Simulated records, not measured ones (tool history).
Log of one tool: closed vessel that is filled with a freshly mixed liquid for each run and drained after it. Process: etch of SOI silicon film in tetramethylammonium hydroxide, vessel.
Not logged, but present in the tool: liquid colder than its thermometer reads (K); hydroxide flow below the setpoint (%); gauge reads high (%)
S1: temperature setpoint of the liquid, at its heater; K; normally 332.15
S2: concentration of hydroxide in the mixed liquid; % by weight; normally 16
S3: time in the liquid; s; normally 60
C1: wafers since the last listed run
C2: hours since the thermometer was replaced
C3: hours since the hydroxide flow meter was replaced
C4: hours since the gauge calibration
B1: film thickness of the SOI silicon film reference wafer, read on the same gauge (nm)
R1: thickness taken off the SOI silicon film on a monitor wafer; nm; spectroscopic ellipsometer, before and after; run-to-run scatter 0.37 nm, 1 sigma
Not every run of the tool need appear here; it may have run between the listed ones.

run   hour      S1    S2  S3    C1      C2      C3     C4     B1      R1
  1      0  332.15    16  60     0  2857.2  1575.7   55.8  69.98  159.93
  2    6.8  334.65    16  60   590    2864  1582.5   62.6  69.99  187.77
  3   24.1  334.65    16  60  1502  2881.3  1599.8   79.9     70  187.32
  4   33.6  334.65    16  60   825  2890.8  1609.3   89.4  70.03   186.8
  5   47.6  332.15    16  60  1216  2904.8  1623.3  103.4  69.99  159.23
  6   61.7  332.15    16  60  1224  2918.9  1637.4  117.5  69.99  160.08
  7   73.6  332.15    16  60  1033  2930.8  1649.3  129.4  70.01  159.33
  8   81.7  332.15    16  40   703  2938.9  1657.4  137.5  69.96  106.14
  9   88.2  332.15    16  40   564  2945.4  1663.9    144     70     106
      93.1  -- gauge calibrated
 10  105.6  332.15    16  40  1511  2962.8  1681.3   12.5  69.96  106.26
 11  116.1  328.65    16  60   912  2973.3  1691.8     23     70  126.75
     123.1  -- hydroxide flow meter replaced
 12  123.9  332.15    16  60   590  2981.1     0.8   30.8  70.01  152.91
 13  159.9  325.15    16  45  3127  3017.1    36.8   66.8  69.98   72.17
 14  167.1  325.65    16  45   625  3024.3      44     74  69.98   74.79
 15    174  332.15    16  40   599  3031.2    50.9   80.9  70.03  101.85
 16  186.7  332.15    16  60  1103  3043.9    63.6   93.6  70.02  152.95
     191.9  -- thermometer replaced
 17    230  332.15    20  95  3674    38.1   106.9  136.9     70  268.36
 18  246.4  336.15    16  85  1424    54.5   123.3  153.3  70.02  336.62
     259.9  -- gauge calibrated
 19  260.5  328.15    20  75  1224    68.6   137.4    0.6  70.02  164.01
 20    271  330.15  17.5  95   912    79.1   147.9   11.1     70  249.17
 21  288.8  332.15  20.5  60  1546    96.9   165.7   28.9  70.01  166.81
 22  299.6  332.15    14  60   938   107.7   176.5   39.7     70  196.02

Take each entry between the runs: how does the hidden state at the last listed run before it differ from the hidden state at the first listed run after it?
Run 9 -> run 10: gauge calibrated (hour 93.1)
  liquid colder than its thermometer reads (K): 3.12 -> 3.13; hydroxide flow below the setpoint (%): 10.2 -> 10.3
  measured result minus the result with no hidden state, R1: -17.67 -> -17.71 nm
Run 11 -> run 12: hydroxide flow meter replaced (hour 123.1)
  liquid colder than its thermometer reads (K): 3.14 -> 3.15; hydroxide flow below the setpoint (%): 10.3 -> 1.46
  measured result minus the result with no hidden state, R1: -21.81 -> -33.05 nm
Run 16 -> run 17: thermometer replaced (hour 191.9)
  liquid colder than its thermometer reads (K): 3.2 -> 0.199; hydroxide flow below the setpoint (%): 1.84 -> 2.1
  measured result minus the result with no hidden state, R1: -33.42 -> -0.75 nm
Run 18 -> run 19: gauge calibrated (hour 259.9)
  liquid colder than its thermometer reads (K): 0.213 -> 0.226; hydroxide flow below the setpoint (%): 2.2 -> 2.28
  measured result minus the result with no hidden state, R1: -1.79 -> -0.69 nm
